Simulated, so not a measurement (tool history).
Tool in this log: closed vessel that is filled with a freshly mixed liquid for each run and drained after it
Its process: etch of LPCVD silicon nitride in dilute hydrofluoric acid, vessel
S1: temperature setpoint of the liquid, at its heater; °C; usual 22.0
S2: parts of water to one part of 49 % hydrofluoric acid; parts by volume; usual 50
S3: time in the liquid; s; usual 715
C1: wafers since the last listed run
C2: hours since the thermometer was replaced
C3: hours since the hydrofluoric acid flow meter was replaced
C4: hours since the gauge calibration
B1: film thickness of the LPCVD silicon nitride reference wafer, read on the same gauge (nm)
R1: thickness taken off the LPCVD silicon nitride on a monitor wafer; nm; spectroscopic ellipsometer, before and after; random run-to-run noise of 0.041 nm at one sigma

run,hour,S1,S2,S3,C1,C2,C3,C4,B1,R1
1,0.0,22.0,70,715,0,64.2,567.4,1140.2,114.28,3.74
2,97.1,22.0,70,715,7659,161.3,664.5,1237.3,114.39,3.75
3,138.2,24.0,50,715,3242,202.4,705.6,1278.4,114.40,6.05
4,193.6,24.0,50,715,4370,257.8,761.0,1333.8,114.54,5.96
5,288.1,24.0,50,715,7454,352.3,855.5,1428.3,114.57,5.97
6,328.1,22.0,30,715,3155,392.3,895.5,1468.3,114.67,8.62
7,381.2,22.0,30,715,4188,445.4,948.6,1521.4,114.70,8.61
8,429.5,23.5,50,715,3810,493.7,996.9,1569.7,114.73,5.88
9,651.9,23.5,50,715,17543,716.1,1219.3,1792.1,114.91,5.75
10,705.4,22.0,50,715,4220,769.6,1272.8,1845.6,114.87,5.29
# hour 710.4: gauge calibrated
# hour 807.5: thermometer replaced
11,813.3,22.0,50,715,8432,5.8,1380.7,102.9,110.05,4.97
12,920.9,19.5,50,715,8487,113.4,1488.3,210.5,110.74,4.25
13,959.2,19.0,70,555,3021,151.7,1526.6,248.8,110.92,2.28
14,1013.5,22.0,50,715,4283,206.0,1580.9,303.1,111.17,5.09
15,1056.9,24.5,35,840,3423,249.4,1624.3,346.5,111.46,10.09
16,1149.0,22.0,50,715,7265,341.5,1716.4,438.6,111.85,5.10
17,1212.1,26.5,60,530,4977,404.6,1779.5,501.7,112.04,4.33
18,1274.1,22.0,50,930,4890,466.6,1841.5,563.7,112.22,6.73
19,1329.0,19.0,70,715,4330,521.5,1896.4,618.6,112.47,3.03
# hour 1510.9: thermometer replaced
20,1550.6,25.0,60,1115,17401,39.7,2118.0,840.2,113.03,8.29
21,1620.8,22.0,50,715,5537,109.9,2188.2,910.4,113.20,5.23
# hour 1639.8: hydrofluoric acid flow meter replaced
22,1707.7,22.0,30,1045,6776,196.8,67.9,997.3,113.33,12.59
23,1750.0,23.5,30,950,3336,239.1,110.2,1039.6,113.37,12.32

Run 24, settings as shown, results not yet in. Your forecast:
24,1855.0,19.5,60,315,8282,344.1,215.2,1144.6,?,?

B1: 113.56
R1: 1.62 nm
Take away the tool's hidden state, keep the run-to-run variation as it was, and the same run would have given R1 1.56 nm.
